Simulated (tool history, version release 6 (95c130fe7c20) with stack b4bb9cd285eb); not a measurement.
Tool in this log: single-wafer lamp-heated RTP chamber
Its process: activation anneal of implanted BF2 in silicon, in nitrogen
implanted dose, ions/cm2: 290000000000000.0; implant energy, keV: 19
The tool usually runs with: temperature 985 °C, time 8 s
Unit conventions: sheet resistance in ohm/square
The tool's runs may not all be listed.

| run | hour | temperature | time | wafers since the last listed run | wafers since the last pyrometer calibration | wafers since the reflector plate was cleaned | hours since the gauge calibration | read-back reference wafer on the same gauge, sheet resistance | sheet resistance |
|---|---|---|---|---|---|---|---|---|---|
| 1 | 0 | 985 | 6 | 0 | 660 | 1605 | 2 | 415.99 | 380.91 |
| 2 | 29.2 | 985 | 6 | 422 | 1082 | 2028 | 31.2 | 416.05 | 380.13 |
| 3 | 46.7 | 996 | 5 | 253 | 1336 | 2281 | 48.7 | 415.95 | 379.1 |
| 4 | 67.5 | 996 | 5 | 301 | 1637 | 2582 | 69.5 | 416.04 | 380.47 |
| 5 | 81.1 | 985 | 11 | 196 | 1834 | 2779 | 83.1 | 416.1 | 379.04 |
| 6 | 113.4 | 1008 | 8 | 467 | 2302 | 3247 | 115.4 | 415.93 | 379.36 |
| 7 | 130.4 | 1008 | 8 | 246 | 2548 | 3493 | 132.4 | 416.02 | 379.96 |
| 8 | 155 | 1008 | 8 | 356 | 2904 | 3849 | 157 | 416.04 | 380.45 |
|  | 225.9 | pyrometer window cleaned and pyrometer calibrated |
| 9 | 249.8 | 985 | 8 | 1256 | 345 | 5106 | 251.8 | 416.09 | 380.12 |
| 10 | 267.1 | 985 | 8 | 250 | 596 | 5357 | 269.1 | 415.95 | 379.81 |
| 11 | 285.2 | 985 | 8 | 262 | 858 | 5619 | 287.2 | 416.13 | 380.09 |
| 12 | 315 | 985 | 10 | 431 | 1289 | 6050 | 317 | 416.13 | 380.22 |
| 13 | 331.9 | 985 | 8 | 244 | 1534 | 6295 | 333.9 | 416.12 | 378.92 |
|  | 347.5 | reflector plate cleaned |
| 14 | 348 | 985 | 8 | 117 | 1651 | 7 | 350 | 415.98 | 381.05 |
| 15 | 381 | 976 | 11 | 477 | 2129 | 484 | 383 | 415.99 | 381.31 |
| 16 | 408.2 | 1003 | 10 | 393 | 2523 | 878 | 410.2 | 416.2 | 378.24 |
| 17 | 436 | 985 | 8 | 402 | 2925 | 1281 | 438 | 415.79 | 379.9 |
| 18 | 451.3 | 959 | 10 | 221 | 3147 | 1502 | 453.3 | 415.97 | 388.34 |
| 19 | 470.8 | 972 | 11 | 282 | 3429 | 1785 | 472.8 | 415.94 | 380.61 |
| 20 | 496.1 | 985 | 4 | 366 | 3796 | 2151 | 498.1 | 415.98 | 380.17 |
|  | 511.2 | pyrometer window cleaned and pyrometer calibrated |
| 21 | 525.5 | 1011 | 4 | 309 | 207 | 2461 | 527.5 | 416.06 | 381.78 |
|  | 555 | gauge calibrated |
| 22 | 560.8 | 985 | 8 | 511 | 718 | 2972 | 5.8 | 416 | 379.93 |
| 23 | 583.6 | 966 | 12 | 330 | 1048 | 3302 | 28.6 | 415.82 | 387.35 |
| 24 | 628.4 | 985 | 8 | 648 | 1696 | 3951 | 73.4 | 416.05 | 380.12 |
| 25 | 662.5 | 985 | 8 | 493 | 2190 | 4444 | 107.5 | 416.1 | 379.05 |
| 26 | 681.4 | 1013 | 8 | 273 | 2464 | 4718 | 126.4 | 416.11 | 379.62 |
|  | 700.1 | reflector plate cleaned |
| 27 | 716.2 | 993 | 10 | 388 | 2852 | 233 | 161.2 | 416.22 | 377.34 |
| 28 | 732.8 | 1004 | 12 | 240 | 3092 | 473 | 177.8 | 415.96 | 378.62 |

Hidden state at the last listed run before each entry between runs and at the first one after, where it differs:
From run 8 to run 9: pyrometer window cleaned and pyrometer calibrated (hour 225.9)
  true wafer temperature minus pyrometer reading, K: 8.37 -> 3.6; wafer temperature error from the tarnished reflector plate, K: 7.46 -> 8.03
  measured result minus the result with no hidden state, sheet resistance: +0.53 -> -3.25 ohm/square
From run 13 to run 14: reflector plate cleaned (hour 347.5)
  true wafer temperature minus pyrometer reading, K: 6.75 -> 7.37; wafer temperature error from the tarnished reflector plate, K: 8.29 -> 0.303
  measured result minus the result with no hidden state, sheet resistance: -3.61 -> -2.53 ohm/square
From run 20 to run 21: pyrometer window cleaned and pyrometer calibrated (hour 511.2)
  true wafer temperature minus pyrometer reading, K: 13.1 -> 1.39; wafer temperature error from the tarnished reflector plate, K: 5.84 -> 6.39
  measured result minus the result with no hidden state, sheet resistance: -4.12 -> +0.62 ohm/square
From run 21 to run 22: gauge calibrated (hour 555)
  true wafer temperature minus pyrometer reading, K: 1.39 -> 2.75; wafer temperature error from the tarnished reflector plate, K: 6.39 -> 6.91
  measured result minus the result with no hidden state, sheet resistance: +0.62 -> -2.92 ohm/square
From run 26 to run 27: reflector plate cleaned (hour 700.1)
  true wafer temperature minus pyrometer reading, K: 7.38 -> 8.71; wafer temperature error from the tarnished reflector plate, K: 7.95 -> 1.37
  measured result minus the result with no hidden state, sheet resistance: +0.4 -> -1.21 ohm/square
